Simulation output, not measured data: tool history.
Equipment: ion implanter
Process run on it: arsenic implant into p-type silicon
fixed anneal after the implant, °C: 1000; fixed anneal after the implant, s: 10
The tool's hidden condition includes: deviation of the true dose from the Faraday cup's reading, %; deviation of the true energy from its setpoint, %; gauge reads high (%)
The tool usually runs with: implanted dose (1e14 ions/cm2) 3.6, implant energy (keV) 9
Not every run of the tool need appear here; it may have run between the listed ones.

| run | hour | implanted dose (1e14 ions/cm2) | implant energy (keV) | wafers since the last listed run | hours since the last dose calibration | hours since the extraction supply was calibrated | hours since the gauge calibration | read-back reference wafer on the same gauge, sheet resistance | sheet resistance of the implanted and annealed layer (ohm/square) |
|---|---|---|---|---|---|---|---|---|---|
| 1 | 0 | 3.6 | 9 | 0 | 1754.5 | 3096.1 | 82.9 | 243.95 | 300.16 |
| 2 | 10.3 | 3.6 | 9 | 255 | 1764.8 | 3106.4 | 93.2 | 243.98 | 299.31 |
| 3 | 22.7 | 3.6 | 9 | 307 | 1777.2 | 3118.8 | 105.6 | 244.03 | 300.66 |
| 4 | 36.2 | 3.6 | 10 | 335 | 1790.7 | 3132.3 | 119.1 | 244.08 | 296.45 |
| 5 | 47.8 | 3.6 | 10 | 288 | 1802.3 | 3143.9 | 130.7 | 244.03 | 297.44 |
| 6 | 65.3 | 3.6 | 9 | 434 | 1819.8 | 3161.4 | 148.2 | 244.03 | 301.04 |
| 7 | 77.8 | 3.6 | 9 | 310 | 1832.3 | 3173.9 | 160.7 | 243.98 | 300.3 |
| 8 | 89.9 | 3.6 | 9 | 300 | 1844.4 | 3186 | 172.8 | 244 | 300.34 |
|  | 110.2 | Faraday cup replaced and dose calibrated |
| 9 | 110.7 | 3.6 | 9 | 317 | 0.5 | 3206.8 | 193.6 | 243.97 | 280.11 |
| 10 | 120.6 | 3.6 | 9 | 245 | 10.4 | 3216.7 | 203.5 | 244.11 | 281.02 |
|  | 142 | extraction supply calibrated |
| 11 | 142.5 | 4.18 | 9.5 | 345 | 32.3 | 0.5 | 225.4 | 243.99 | 250.67 |
| 12 | 148.6 | 4.18 | 9.5 | 151 | 38.4 | 6.6 | 231.5 | 244.07 | 250.64 |
| 13 | 157.1 | 3.6 | 9 | 211 | 46.9 | 15.1 | 240 | 244.02 | 280.55 |
|  | 160.5 | gauge calibrated |
| 14 | 172.3 | 4.56 | 9 | 377 | 62.1 | 30.3 | 11.8 | 244.07 | 238.3 |
|  | 182.1 | Faraday cup replaced and dose calibrated, repeated, since the last time left the tool worse |
| 15 | 182.6 | 2.6 | 8 | 57 | 0.5 | 40.6 | 22.1 | 243.93 | 379.98 |
| 16 | 198.6 | 2.69 | 6.5 | 397 | 16.5 | 56.6 | 38.1 | 243.93 | 378.63 |
| 17 | 250.2 | 3.09 | 9 | 1281 | 68.1 | 108.2 | 89.7 | 243.89 | 330.29 |
| 18 | 257.8 | 2.7 | 9 | 188 | 75.7 | 115.8 | 97.3 | 243.88 | 364.94 |
| 19 | 269.7 | 2.78 | 6 | 295 | 87.6 | 127.7 | 109.2 | 243.98 | 373.09 |
| 20 | 275.7 | 3.6 | 9 | 148 | 93.6 | 133.7 | 115.2 | 243.96 | 294.4 |
| 21 | 288.6 | 2.71 | 12 | 320 | 106.5 | 146.6 | 128.1 | 243.88 | 352.25 |
| 22 | 299.6 | 2.71 | 6 | 273 | 117.5 | 157.6 | 139.1 | 244.03 | 382.21 |
| 23 | 315.1 | 3.96 | 8 | 384 | 133 | 173.1 | 154.6 | 243.93 | 278.98 |
| 24 | 326.7 | 3.96 | 8 | 288 | 144.6 | 184.7 | 166.2 | 244.06 | 279.11 |
| 25 | 337.9 | 2.58 | 12 | 278 | 155.8 | 195.9 | 177.4 | 244.07 | 365.4 |
| 26 | 347.9 | 4.45 | 9 | 248 | 165.8 | 205.9 | 187.4 | 244 | 253.67 |
| 27 | 356.2 | 4.54 | 12 | 206 | 174.1 | 214.2 | 195.7 | 243.95 | 241.58 |

What differs in the tool's unlogged condition from the final listed run ahead of each entry between runs to the first listed run following it?
In the gap between runs 8 and 9: Faraday cup replaced and dose calibrated (hour 110.2)
  deviation of the true dose from the Faraday cup's reading, %: -3.17 -> 6.5
  what was measured, less what the result would be without the hidden state, sheet resistance of the implanted and annealed layer (ohm/square): +7.05 -> -13.14
In the gap between runs 10 and 11: extraction supply calibrated (hour 142)
  deviation of the true dose from the Faraday cup's reading, %: 6.48 -> 6.44
  what was measured, less what the result would be without the hidden state, sheet resistance of the implanted and annealed layer (ohm/square): -13.14 -> -10.99
In the gap between runs 13 and 14: gauge calibrated (hour 160.5)
  deviation of the true dose from the Faraday cup's reading, %: 6.41 -> 6.38
  what was measured, less what the result would be without the hidden state, sheet resistance of the implanted and annealed layer (ohm/square): -12.98 -> -9.8
In the gap between runs 14 and 15: Faraday cup replaced and dose calibrated, repeated, since the last time left the tool worse (hour 182.1)
  deviation of the true dose from the Faraday cup's reading, %: 6.38 -> -0.0682
  what was measured, less what the result would be without the hidden state, sheet resistance of the implanted and annealed layer (ohm/square): -9.8 -> +0.2
